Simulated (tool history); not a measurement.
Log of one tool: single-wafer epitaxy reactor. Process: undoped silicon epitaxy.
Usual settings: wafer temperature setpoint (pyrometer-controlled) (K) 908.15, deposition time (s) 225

run	hour	wafer temperature setpoint (pyrometer-controlled) (K)	deposition time (s)	read-back reference wafer on the same gauge, thickness_nm	mean film thickness on the monitor wafer (angstrom)
1	0.0	914.15	225	28.913	291.57
2	64.2	908.15	225	28.852	258.92
3	240.1	908.15	225	28.862	258.75
4	268.6	896.15	258	28.859	229.05
5	302.7	896.15	258	28.886	229.04
6	473.4	896.15	258	28.927	225.12
7	515.8	905.15	225	28.906	239.62
8	565.1	905.15	225	28.945	236.60
9	627.9	905.15	225	28.889	238.38
10	699.8	908.15	260	28.886	293.35
11	764.3	908.15	260	28.889	291.25
12	831.6	908.15	260	28.903	295.87
13	875.9	908.15	187	28.888	208.54
14	942.1	908.15	257	28.888	285.97
# hour 961.9: pyrometer calibrated
15	996.1	903.15	225	28.910	216.82
16	1067.3	896.15	190	28.936	157.19
# hour 1099.6: gauge calibrated
17	1106.2	908.15	225	28.916	240.54
18	1139.3	908.15	260	28.928	278.24
19	1193.2	908.15	225	28.848	239.24
# hour 1216.2: pyrometer calibrated, repeated, since the last time left the tool worse
20	1245.7	922.15	191	28.880	299.95
21	1278.4	898.15	268	28.892	255.80
22	1306.3	919.15	225	28.873	330.64
23	1352.2	914.15	249	28.871	325.15
24	1388.7	898.15	225	28.941	211.43

What the log doesn't show, run by run:
gauge reads high (%): 0 in every run
H1: wafer temperature above the value expected at the setpoint (K)
run	H1
1	-1.04
2	-1.14
3	-1.41
4	-1.45
5	-1.5
6	-1.76
7	-1.83
8	-1.9
9	-2
10	-2.11
11	-2.21
12	-2.31
13	-2.38
14	-2.48
15	-4.53
16	-4.64
17	-4.7
18	-4.75
19	-4.83
20	-0.415
21	-0.465
22	-0.508
23	-0.578
24	-0.634
